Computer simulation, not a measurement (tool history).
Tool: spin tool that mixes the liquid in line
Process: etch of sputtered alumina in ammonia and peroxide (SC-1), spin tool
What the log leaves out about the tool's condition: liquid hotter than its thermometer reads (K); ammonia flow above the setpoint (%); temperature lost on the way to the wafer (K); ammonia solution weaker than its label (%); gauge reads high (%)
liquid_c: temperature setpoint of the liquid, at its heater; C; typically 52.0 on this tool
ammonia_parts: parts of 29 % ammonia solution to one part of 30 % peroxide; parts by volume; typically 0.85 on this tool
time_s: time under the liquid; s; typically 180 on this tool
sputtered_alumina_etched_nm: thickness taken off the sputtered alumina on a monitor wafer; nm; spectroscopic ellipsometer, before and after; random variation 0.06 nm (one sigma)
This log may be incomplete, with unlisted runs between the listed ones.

run,day,liquid_c,ammonia_parts,time_s,wafers since the last listed run,hours since the thermometer was replaced,hours since the ammonia flow meter was replaced,hours since the heated supply line was repaired,hours since the drum of ammonia solution was connected,hours since the gauge calibration,"read-back film thickness of the sputtered alumina reference wafer, read on the same gauge (nm)",sputtered_alumina_etched_nm
1,0.000,52.0,0.85,180,0,922.3,758.7,1322.2,57.2,2164.3,140.02,10.45
2,4.196,52.0,0.85,180,762,1023.0,859.4,1422.9,157.9,2265.0,140.04,10.35
# day 7.712: ammonia flow meter replaced
3,17.246,52.0,0.85,180,2362,1336.2,228.8,1736.1,471.1,2578.2,140.03,10.47
4,20.212,52.0,1.10,150,538,1407.4,300.0,1807.3,542.3,2649.4,139.98,9.10
5,23.429,52.0,0.85,140,584,1484.6,377.2,1884.5,619.5,2726.6,139.98,8.22
# day 23.829: heated supply line repaired
6,26.546,52.0,0.85,140,558,1559.4,452.0,65.2,694.3,2801.4,140.00,8.21
7,31.012,59.0,0.85,180,811,1666.6,559.2,172.4,801.5,2908.6,139.98,15.50
8,34.383,59.0,0.85,180,612,1747.5,640.1,253.3,882.4,2989.5,140.00,15.26
9,38.325,52.0,0.85,180,715,1842.1,734.7,347.9,977.0,3084.1,140.01,10.67
10,40.350,52.0,0.85,240,367,1890.7,783.3,396.5,1025.6,3132.7,140.06,14.22
# day 41.179: new drum of ammonia solution connected
11,42.746,57.5,0.50,180,427,1948.2,840.8,454.0,37.6,3190.2,140.00,13.57
# day 43.733: ammonia flow meter replaced
# day 45.646: gauge calibrated
12,45.954,49.0,1.15,230,575,2025.2,53.3,531.0,114.6,7.4,140.03,11.89
13,50.429,55.5,0.55,275,812,2132.6,160.7,638.4,222.0,114.8,139.94,19.11
14,54.679,59.5,0.70,130,771,2234.6,262.7,740.4,324.0,216.8,140.00,11.33
15,56.579,52.0,0.85,240,345,2280.2,308.3,786.0,369.6,262.4,139.94,14.52
16,58.912,57.5,0.95,110,423,2336.2,364.3,842.0,425.6,318.4,139.98,9.01
# day 60.875: thermometer replaced
17,61.854,52.0,0.70,180,526,23.5,434.9,912.6,496.2,389.0,140.01,9.99
18,63.446,52.0,0.85,180,289,61.7,473.1,950.8,534.4,427.2,139.96,10.16
19,65.846,52.0,0.85,95,435,119.3,530.7,1008.4,592.0,484.8,139.99,5.44
20,67.938,52.0,0.85,180,379,169.5,580.9,1058.6,642.2,535.0,140.02,10.22
21,70.342,59.5,0.85,220,436,227.2,638.6,1116.3,699.9,592.7,140.03,18.52
# day 79.296: ammonia flow meter replaced
22,80.633,52.0,0.85,80,1861,474.2,32.1,1363.3,946.9,839.7,139.93,4.57
23,83.888,43.5,0.85,230,590,552.3,110.2,1441.4,1025.0,917.8,139.98,8.21
24,88.346,52.0,0.85,180,809,659.3,217.2,1548.4,1132.0,1024.8,139.99,10.37
# day 89.092: new drum of ammonia solution connected
25,90.383,58.5,0.95,145,362,708.2,266.1,1597.3,31.0,1073.7,139.99,11.92

The tool's hidden state at each run:
ammonia flow above the setpoint (%): 0 in every run
temperature lost on the way to the wafer (K): 0 in every run
ammonia solution weaker than its label (%): 0 in every run
gauge reads high (%): 0 in every run
H1: liquid hotter than its thermometer reads (K)
run,H1
1,0.569
2,0.628
3,0.811
4,0.852
5,0.898
6,0.941
7,1
8,1.05
9,1.11
10,1.14
11,1.17
12,1.21
13,1.28
14,1.34
15,1.36
16,1.4
17,0.217
18,0.239
19,0.273
20,0.302
21,0.336
22,0.48
23,0.526
24,0.589
25,0.617
